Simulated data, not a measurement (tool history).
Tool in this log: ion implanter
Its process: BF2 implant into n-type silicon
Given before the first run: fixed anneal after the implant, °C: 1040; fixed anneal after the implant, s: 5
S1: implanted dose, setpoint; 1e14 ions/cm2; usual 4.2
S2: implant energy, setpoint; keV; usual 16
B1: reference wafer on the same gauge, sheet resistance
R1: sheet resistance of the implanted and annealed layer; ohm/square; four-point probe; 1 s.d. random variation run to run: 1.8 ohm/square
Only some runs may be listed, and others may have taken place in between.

run 1 hour=0 | S1=4.2 S2=17.5 | B1=311.58 | R1=306.66
run 2 hour=30.6 | S1=4.2 S2=17.5 | B1=311.89 | R1=307.82
run 3 hour=63.8 | S1=4.2 S2=17.5 | B1=311.95 | R1=303.74
run 4 hour=86.2 | S1=4.2 S2=16 | B1=312.16 | R1=311.18
run 5 hour=98.4 | S1=4.2 S2=16 | B1=312 | R1=313.61
run 6 hour=117.9 | S1=4.2 S2=16 | B1=312.13 | R1=313.05
run 7 hour=142 | S1=4.2 S2=13 | B1=312.16 | R1=325.19
run 8 hour=157.3 | S1=3.42 S2=19 | B1=311.92 | R1=353.17
run 9 hour=187.5 | S1=3.42 S2=19 | B1=312.37 | R1=352.37
run 10 hour=211.5 | S1=3.42 S2=19 | B1=312.09 | R1=349.47
run 11 hour=237.2 | S1=4.2 S2=14.5 | B1=312.22 | R1=326.09
run 12 hour=251.2 | S1=4.2 S2=14.5 | B1=312.52 | R1=323.58
run 13 hour=266.9 | S1=4.2 S2=14.5 | B1=311.96 | R1=325.48
run 14 hour=286 | S1=4.2 S2=11.5 | B1=312.1 | R1=343.61
run 15 hour=309.5 | S1=4.2 S2=16 | B1=312.2 | R1=317.58
run 16 hour=323.2 | S1=3.13 S2=19.5 | B1=311.68 | R1=383.13
run 17 hour=358.4 | S1=4.73 S2=13 | B1=311.89 | R1=307.4
run 18 hour=382.3 | S1=3.42 S2=19 | B1=311.65 | R1=358.37
run 19 hour=409 | S1=5.42 S2=19.5 | B1=311.86 | R1=252.12
run 20 hour=437.5 | S1=5.14 S2=10.5 | B1=312.18 | R1=313.56
run 21 hour=470.8 | S1=4.2 S2=16 | B1=312.4 | R1=316.35
run 22 hour=485.7 | S1=4.2 S2=21.5 | B1=311.51 | R1=295.81
run 23 hour=516.5 | S1=3.47 S2=14.5 | B1=311.96 | R1=366.51
run 24 hour=536.6 | S1=4.68 S2=10.5 | B1=311.76 | R1=328.68
run 25 hour=567.4 | S1=4.2 S2=16 | B1=311.54 | R1=313.74
run 26 hour=595.3 | S1=4.2 S2=16 | B1=312.12 | R1=314.01
run 27 hour=615.9 | S1=4.2 S2=10.5 | B1=311.7 | R1=351.52
run 28 hour=648.3 | S1=2.94 S2=10.5 | B1=312.04 | R1=439.37
run 29 hour=681.9 | S1=4.87 S2=17.5 | B1=311.65 | R1=279.07
run 30 hour=714.9 | S1=4.2 S2=16 | B1=311.99 | R1=309.03
run 31 hour=735.1 | S1=3.09 S2=18 | B1=311.85 | R1=384.78
run 32 hour=751.1 | S1=4.2 S2=16 | B1=311.91 | R1=311.82
run 33 hour=782.8 | S1=4.2 S2=16 | B1=312.15 | R1=311.42
run 34 hour=817.3 | S1=3.73 S2=16 | B1=311.63 | R1=336.28
run 35 hour=851.1 | S1=4.63 S2=10.5 | B1=312.05 | R1=328.4
run 36 hour=866.8 | S1=4.2 S2=16 | B1=311.93 | R1=311.72

Taken out of this log: 3 entries between the listed runs. Where each belongs, and how the hidden state differs across it:
Run 10 -> run 11: Faraday cup replaced and dose calibrated (hour 236.7)
  deviation of the true dose from the Faraday cup's reading, %: 4.33 -> 0.918
  measured result minus the result with no hidden state, R1: -12.2 -> -2.04 ohm/square
Run 20 -> run 21: extraction supply calibrated (hour 446.6)
  deviation of the true dose from the Faraday cup's reading, %: 2.23 -> 2.45
  measured result minus the result with no hidden state, R1: -3.47 -> -5.46 ohm/square
Run 25 -> run 26: gauge calibrated (hour 577.8)
  deviation of the true dose from the Faraday cup's reading, %: 3.08 -> 3.26
  measured result minus the result with no hidden state, R1: -6.79 -> -7.2 ohm/square

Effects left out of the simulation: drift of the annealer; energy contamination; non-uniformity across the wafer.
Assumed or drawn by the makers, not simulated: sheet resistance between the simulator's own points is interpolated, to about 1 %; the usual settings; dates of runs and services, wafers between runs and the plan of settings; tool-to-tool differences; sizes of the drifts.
